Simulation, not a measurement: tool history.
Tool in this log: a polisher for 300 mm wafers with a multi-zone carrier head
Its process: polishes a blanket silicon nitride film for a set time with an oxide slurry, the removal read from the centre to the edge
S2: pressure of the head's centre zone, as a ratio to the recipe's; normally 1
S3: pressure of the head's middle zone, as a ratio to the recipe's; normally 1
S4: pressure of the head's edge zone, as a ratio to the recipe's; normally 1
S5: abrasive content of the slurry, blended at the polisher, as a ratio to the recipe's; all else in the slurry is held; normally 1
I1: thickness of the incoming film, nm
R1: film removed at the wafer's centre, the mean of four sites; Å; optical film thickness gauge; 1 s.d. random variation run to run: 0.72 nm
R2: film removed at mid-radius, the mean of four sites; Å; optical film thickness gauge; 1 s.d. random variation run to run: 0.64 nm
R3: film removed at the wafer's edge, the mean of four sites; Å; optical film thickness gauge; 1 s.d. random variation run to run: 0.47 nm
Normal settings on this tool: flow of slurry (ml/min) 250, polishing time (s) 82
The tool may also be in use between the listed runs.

{"run": 1, "hour": 0.0, "flow of slurry (ml/min)": 250, "S2": 1, "S3": 1, "S4": 1, "S5": 0.9, "polishing time (s)": 82, "I1": 439.5, "R1": 505, "R2": 562, "R3": 591}
{"run": 2, "hour": 67.7, "flow of slurry (ml/min)": 250, "S2": 1, "S3": 1, "S4": 1, "S5": 1, "polishing time (s)": 75, "I1": 436.5, "R1": 482, "R2": 541, "R3": 553}
{"hour": 86.1, "done": "edge zone pressure recalibrated"}
{"hour": 98.6, "done": "carrier head's membrane replaced by a new one"}
{"hour": 107.7, "done": "slurry nozzle cleaned"}
{"run": 3, "hour": 124.6, "flow of slurry (ml/min)": 250, "S2": 1, "S3": 1, "S4": 1, "S5": 1, "polishing time (s)": 82, "I1": 437.8, "R1": 535, "R2": 602, "R3": 604}
{"hour": 133.8, "done": "worn pad replaced by a new one"}
{"run": 4, "hour": 156.8, "flow of slurry (ml/min)": 210, "S2": 1.1, "S3": 1, "S4": 1.11, "S5": 1, "polishing time (s)": 69, "I1": 443.7, "R1": 480, "R2": 496, "R3": 534}
{"run": 5, "hour": 217.9, "flow of slurry (ml/min)": 250, "S2": 1, "S3": 1, "S4": 0.94, "S5": 1.2, "polishing time (s)": 82, "I1": 445, "R1": 563, "R2": 642, "R3": 628}
{"run": 6, "hour": 258.8, "flow of slurry (ml/min)": 250, "S2": 0.91, "S3": 1.11, "S4": 1, "S5": 1, "polishing time (s)": 82, "I1": 433.4, "R1": 466, "R2": 651, "R3": 611}
{"run": 7, "hour": 301.9, "flow of slurry (ml/min)": 250, "S2": 1, "S3": 1.09, "S4": 0.89, "S5": 0.9, "polishing time (s)": 66, "I1": 435.4, "R1": 401, "R2": 490, "R3": 441}
{"run": 8, "hour": 359.3, "flow of slurry (ml/min)": 250, "S2": 1, "S3": 1, "S4": 1, "S5": 1, "polishing time (s)": 82, "I1": 440.4, "R1": 507, "R2": 606, "R3": 609}
{"hour": 390.9, "done": "centre zone pressure recalibrated"}
{"run": 9, "hour": 392.5, "flow of slurry (ml/min)": 250, "S2": 1, "S3": 1, "S4": 1, "S5": 0.9, "polishing time (s)": 82, "I1": 437.7, "R1": 535, "R2": 570, "R3": 585}
{"run": 10, "hour": 455.4, "flow of slurry (ml/min)": 185, "S2": 1, "S3": 1, "S4": 1, "S5": 1, "polishing time (s)": 82, "I1": 438.2, "R1": 542, "R2": 569, "R3": 595}
{"run": 11, "hour": 519.9, "flow of slurry (ml/min)": 335, "S2": 1.11, "S3": 1, "S4": 1, "S5": 1, "polishing time (s)": 82, "I1": 446.3, "R1": 626, "R2": 618, "R3": 626}
{"hour": 542.4, "done": "worn pad replaced by a new one"}
{"run": 12, "hour": 576.8, "flow of slurry (ml/min)": 250, "S2": 1, "S3": 1, "S4": 1, "S5": 1, "polishing time (s)": 82, "I1": 437.8, "R1": 559, "R2": 610, "R3": 610}
{"run": 13, "hour": 631.9, "flow of slurry (ml/min)": 250, "S2": 0.97, "S3": 1, "S4": 1, "S5": 1, "polishing time (s)": 82, "I1": 436.4, "R1": 546, "R2": 605, "R3": 604}
{"hour": 651.4, "done": "slurry nozzle cleaned"}
{"run": 14, "hour": 657.8, "flow of slurry (ml/min)": 250, "S2": 1, "S3": 1, "S4": 1.06, "S5": 0.75, "polishing time (s)": 82, "I1": 438, "R1": 501, "R2": 538, "R3": 553}
{"run": 15, "hour": 716.9, "flow of slurry (ml/min)": 250, "S2": 1, "S3": 0.96, "S4": 1, "S5": 0.75, "polishing time (s)": 62, "I1": 437, "R1": 371, "R2": 395, "R3": 406}
{"run": 16, "hour": 772.9, "flow of slurry (ml/min)": 250, "S2": 1, "S3": 1, "S4": 1, "S5": 0.7, "polishing time (s)": 82, "I1": 441.2, "R1": 470, "R2": 522, "R3": 525}
{"run": 17, "hour": 836.1, "flow of slurry (ml/min)": 250, "S2": 1, "S3": 1.07, "S4": 1, "S5": 1.2, "polishing time (s)": 82, "I1": 440.2, "R1": 588, "R2": 679, "R3": 652}

Run 18 has not been measured yet. What should we expect?
{"run": 18, "hour": 878.1, "flow of slurry (ml/min)": 205, "S2": 1.07, "S3": 1, "S4": 1, "S5": 1, "polishing time (s)": 82, "I1": 444.3, "R1": "?", "R2": "?", "R3": "?"}

R1: 580 Å
R2: 593 Å
R3: 597 Å
With the hidden condition absent and the run-to-run variation left alone, this run would have shown R1 601 Å, R2 593 Å, R3 597 Å.
